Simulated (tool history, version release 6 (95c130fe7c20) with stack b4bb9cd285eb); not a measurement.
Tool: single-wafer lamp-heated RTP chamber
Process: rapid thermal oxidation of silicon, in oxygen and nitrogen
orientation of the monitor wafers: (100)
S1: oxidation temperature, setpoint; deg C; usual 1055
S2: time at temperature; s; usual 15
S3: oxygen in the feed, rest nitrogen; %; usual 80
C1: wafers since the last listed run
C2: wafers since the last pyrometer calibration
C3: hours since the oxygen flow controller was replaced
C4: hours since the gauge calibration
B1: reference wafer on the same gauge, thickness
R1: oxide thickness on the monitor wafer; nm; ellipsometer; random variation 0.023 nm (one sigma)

run,hour,S1,S2,S3,C1,C2,C3,C4,B1,R1
1,0,1037,15,80,0,5260,1464,307.3,4.578,4.205
2,47.9,1037,15,80,321,5582,1511.9,355.2,4.577,4.246
3,232.5,1037,15,80,1238,6820,1696.5,539.8,4.587,4.274
4,274.4,1055,15,80,281,7102,1738.4,581.7,4.584,4.808
5,340.9,1055,15,80,446,7548,1804.9,648.2,4.578,4.837
6,374,1055,15,80,222,7770,1838,681.3,4.584,4.837
7,435.2,1055,15,80,410,8181,1899.2,742.5,4.578,4.842
8,474,1055,15,80,260,8441,1938,781.3,4.582,4.814
# hour 505.6: pyrometer window cleaned and pyrometer calibrated
9,527.5,1055,15,80,305,147,1991.5,834.8,4.579,4.578
10,571.3,1055,15,80,293,440,2035.3,878.6,4.578,4.587
11,710,1055,15,80,930,1371,2174,1017.3,4.581,4.628
# hour 726.6: oxygen flow controller replaced
12,767.1,1055,12,80,329,1701,40.5,1074.4,4.583,4.285
13,803.5,1055,12,80,244,1945,76.9,1110.8,4.578,4.283
14,860.1,1032,15,80,379,2325,133.5,1167.4,4.586,3.991
15,913.9,1032,15,80,361,2686,187.3,1221.2,4.574,4.064
16,950.3,1055,18,80,244,2930,223.7,1257.6,4.581,5.013
17,976,1082,9,98,172,3103,249.4,1283.3,4.581,4.945
18,1036.9,1055,15,80,408,3511,310.3,1344.2,4.575,4.708
19,1064.1,1055,19,98,182,3694,337.5,1371.4,4.582,5.525
20,1090.7,1055,15,80,178,3872,364.1,1398,4.582,4.673
21,1152,1073,12,64,411,4284,425.4,1459.3,4.578,4.481
# hour 1174.3: gauge calibrated
22,1208.3,1055,11,72,377,4662,481.7,34,4.576,4.065
23,1273.9,1038,22,80,440,5102,547.3,99.6,4.586,4.945
24,1302.8,1072,8,63,193,5296,576.2,128.5,4.577,3.904
25,1405.2,1055,15,80,687,5983,678.6,230.9,4.581,4.721
26,1466.6,1028,18,64,412,6395,740,292.3,4.584,4.018
27,1500.4,1055,21,65,226,6622,773.8,326.1,4.583,5.114
28,1565.4,1063,15,61,436,7058,838.8,391.1,4.579,4.606
29,1599.4,1083,19,80,228,7286,872.8,425.1,4.578,6.336
30,1663.2,1044,19,80,428,7714,936.6,488.9,4.579,4.913

Forecast each of these 3 alternatives for the next run:
A,1663.7,1055,15,80,3,7718,937.1,489.4,?,?
B,1663.7,1055,10,69,3,7718,937.1,489.4,?,?
C,1663.7,1032,15,91,3,7718,937.1,489.4,?,?

run,B1,R1
A,4.573,4.812
B,4.573,3.94
C,4.573,4.322
Without the tool's hidden state the same runs would have given:
run,R1
A,4.588
B,3.766
C,4.12

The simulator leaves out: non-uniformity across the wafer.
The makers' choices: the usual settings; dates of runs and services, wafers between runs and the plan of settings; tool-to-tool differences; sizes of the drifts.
